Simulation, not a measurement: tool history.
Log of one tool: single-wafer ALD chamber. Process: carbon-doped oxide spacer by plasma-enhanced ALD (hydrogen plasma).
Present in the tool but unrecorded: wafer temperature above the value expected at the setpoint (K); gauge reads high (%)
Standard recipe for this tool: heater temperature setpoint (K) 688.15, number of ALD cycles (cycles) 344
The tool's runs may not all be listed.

run	day	heater temperature setpoint (K)	number of ALD cycles (cycles)	wafers since the last listed run	hours since the last thermocouple change	hours since the gauge calibration	read-back reference wafer on the same gauge, thickness_nm	mean film thickness on the monitor wafer (angstrom)
1	0.000	685.15	344	0	1145.4	1011.8	14.690	170.49
2	2.408	692.15	392	69	1203.2	1069.6	14.703	188.63
# day 4.342: gauge calibrated
3	4.779	692.15	392	68	1260.1	10.5	14.698	190.12
4	6.700	681.15	344	55	1306.2	56.6	14.710	172.48
5	9.458	688.15	305	79	1372.4	122.8	14.709	149.81
6	10.762	688.15	305	37	1403.7	154.1	14.678	149.84
7	12.246	688.15	344	42	1439.3	189.7	14.715	168.78
8	14.721	679.15	344	71	1498.7	249.1	14.705	175.45
9	17.017	688.15	344	66	1553.8	304.2	14.700	168.80
10	19.388	688.15	344	68	1610.7	361.1	14.697	168.89
11	21.762	688.15	344	68	1667.7	418.1	14.702	169.67
12	23.675	697.15	344	55	1713.6	464.0	14.701	163.58
13	26.233	697.15	344	73	1775.0	525.4	14.714	163.86
14	27.425	688.15	344	34	1803.6	554.0	14.692	169.56
15	28.625	688.15	344	34	1832.4	582.8	14.709	169.71
16	29.654	688.15	344	29	1857.1	607.5	14.695	169.63
17	30.842	694.15	344	34	1885.6	636.0	14.696	165.81
18	32.508	694.15	344	48	1925.6	676.0	14.725	166.84
19	35.112	688.15	363	75	1988.1	738.5	14.699	178.77
20	37.908	688.15	363	80	2055.2	805.6	14.688	178.98
21	39.808	688.15	363	54	2100.8	851.2	14.697	180.23
22	40.912	688.15	326	31	2127.3	877.7	14.699	160.78
23	43.158	688.15	310	64	2181.2	931.6	14.687	153.38
24	45.467	688.15	344	66	2236.6	987.0	14.684	170.50
25	47.471	700.15	282	57	2284.7	1035.1	14.704	133.76
26	48.517	692.15	299	30	2309.8	1060.2	14.685	146.29
27	50.967	688.15	344	70	2368.6	1119.0	14.702	169.83
# day 51.983: gauge calibrated
28	53.200	688.15	366	64	2422.2	29.2	14.720	181.38
29	54.533	688.15	344	38	2454.2	61.2	14.691	171.21
# day 56.567: thermocouple changed; heater temperature recalibrated
30	56.917	688.15	344	59	8.4	118.4	14.713	168.56
31	58.750	701.15	376	52	52.4	162.4	14.703	174.87
32	60.042	702.15	288	37	83.4	193.4	14.698	133.01
33	61.417	677.15	364	39	116.4	226.4	14.693	185.20
34	63.492	688.15	305	59	166.2	276.2	14.716	148.60
35	64.521	700.15	278	29	190.9	300.9	14.727	129.58
36	65.938	674.15	306	40	224.9	334.9	14.691	154.78
37	66.996	688.15	344	30	250.3	360.3	14.692	167.63
38	68.504	695.15	309	43	286.5	396.5	14.693	146.75
39	69.779	702.15	362	36	317.1	427.1	14.694	168.37
40	70.796	702.15	288	29	341.5	451.5	14.719	133.16
41	72.933	674.15	293	61	392.8	502.8	14.711	148.71
42	74.800	697.15	344	53	437.6	547.6	14.699	163.10
43	76.117	688.15	299	38	469.2	579.2	14.680	146.23
44	78.212	700.15	371	60	519.5	629.5	14.701	174.09
45	80.792	702.15	312	74	581.4	691.4	14.704	144.48

Below are 5 alternative next runs, each starting from the tool's condition after run 45. Predict each:
A	80.829	688.15	344	1	582.3	692.3	?	?
B	80.829	694.15	311	1	582.3	692.3	?	?
C	80.829	675.15	299	1	582.3	692.3	?	?
D	80.829	682.15	316	1	582.3	692.3	?	?
E	80.829	688.15	405	1	582.3	692.3	?	?

run	read-back reference wafer on the same gauge, thickness_nm	mean film thickness on the monitor wafer (angstrom)
A	14.689	167.50
B	14.689	148.25
C	14.689	151.06
D	14.689	157.10
E	14.689	197.20
With the hidden condition removed and each run's random variation left untouched, the same runs would have given:
run	mean film thickness on the monitor wafer (angstrom)
A	165.97
B	146.87
C	150.90
D	155.70
E	195.41
